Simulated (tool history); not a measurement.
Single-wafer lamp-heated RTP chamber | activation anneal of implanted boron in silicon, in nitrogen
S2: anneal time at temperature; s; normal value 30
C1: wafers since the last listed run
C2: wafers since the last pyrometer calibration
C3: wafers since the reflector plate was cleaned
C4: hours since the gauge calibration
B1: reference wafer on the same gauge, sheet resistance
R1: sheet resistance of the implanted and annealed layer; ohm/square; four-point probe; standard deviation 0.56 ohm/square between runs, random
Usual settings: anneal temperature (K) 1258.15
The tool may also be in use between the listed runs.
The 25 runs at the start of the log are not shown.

{"run": 26, "hour": 2237.6, "anneal temperature (K)": 1283.15, "S2": 41, "C1": 926, "C2": 2062, "C3": 7790, "C4": 1191.3, "B1": 317.87, "R1": 261.53}
{"run": 27, "hour": 2314.4, "anneal temperature (K)": 1276.15, "S2": 30, "C1": 788, "C2": 2851, "C3": 8578, "C4": 1268.1, "B1": 318.12, "R1": 262.44}
{"run": 28, "hour": 2367.3, "anneal temperature (K)": 1237.15, "S2": 30, "C1": 543, "C2": 3394, "C3": 9122, "C4": 1321, "B1": 318, "R1": 272.93}
{"run": 29, "hour": 2414.9, "anneal temperature (K)": 1268.15, "S2": 47, "C1": 488, "C2": 3883, "C3": 9611, "C4": 1368.6, "B1": 317.77, "R1": 261.34}
{"hour": 2589.6, "done": "reflector plate cleaned"}
{"run": 30, "hour": 2726.4, "anneal temperature (K)": 1287.15, "S2": 43, "C1": 3117, "C2": 7000, "C3": 1404, "C4": 1680.1, "B1": 317.85, "R1": 259.7}
{"run": 31, "hour": 2809.2, "anneal temperature (K)": 1231.15, "S2": 44, "C1": 850, "C2": 7850, "C3": 2255, "C4": 1762.9, "B1": 317.73, "R1": 275.38}
{"hour": 2877.1, "done": "pyrometer window cleaned and pyrometer calibrated"}
{"run": 32, "hour": 2890.9, "anneal temperature (K)": 1258.15, "S2": 30, "C1": 756, "C2": 141, "C3": 3012, "C4": 1844.6, "B1": 318.02, "R1": 268.22}
{"run": 33, "hour": 2932.6, "anneal temperature (K)": 1249.15, "S2": 16, "C1": 428, "C2": 570, "C3": 3440, "C4": 1886.3, "B1": 318.02, "R1": 274.9}
{"run": 34, "hour": 3027.5, "anneal temperature (K)": 1229.15, "S2": 30, "C1": 974, "C2": 1544, "C3": 4415, "C4": 1981.2, "B1": 318.1, "R1": 288.61}
{"run": 35, "hour": 3079.4, "anneal temperature (K)": 1258.15, "S2": 41, "C1": 533, "C2": 2077, "C3": 4948, "C4": 2033.1, "B1": 318.09, "R1": 264.77}
{"run": 36, "hour": 3136.5, "anneal temperature (K)": 1287.15, "S2": 43, "C1": 586, "C2": 2664, "C3": 5534, "C4": 2090.2, "B1": 317.93, "R1": 260.16}
{"run": 37, "hour": 3273.1, "anneal temperature (K)": 1258.15, "S2": 30, "C1": 1402, "C2": 4067, "C3": 6937, "C4": 2226.8, "B1": 317.74, "R1": 265.65}

Here are 3 independent what-if runs from the current tool condition. What would each one return?
{"run": "A", "hour": 3273.5, "anneal temperature (K)": 1258.15, "S2": 30, "C1": 4, "C2": 4071, "C3": 6941, "C4": 2227.2, "B1": "?", "R1": "?"}
{"run": "B", "hour": 3273.5, "anneal temperature (K)": 1280.15, "S2": 30, "C1": 4, "C2": 4071, "C3": 6941, "C4": 2227.2, "B1": "?", "R1": "?"}
{"run": "C", "hour": 3273.5, "anneal temperature (K)": 1273.15, "S2": 15, "C1": 4, "C2": 4071, "C3": 6941, "C4": 2227.2, "B1": "?", "R1": "?"}

run=A B1=317.92 R1=265.59
run=B B1=317.92 R1=262.06
run=C B1=317.92 R1=264.47
What these runs would have given with no unlogged condition in the tool:
run=A R1=269.02
run=B R1=263.24
run=C R1=266.37
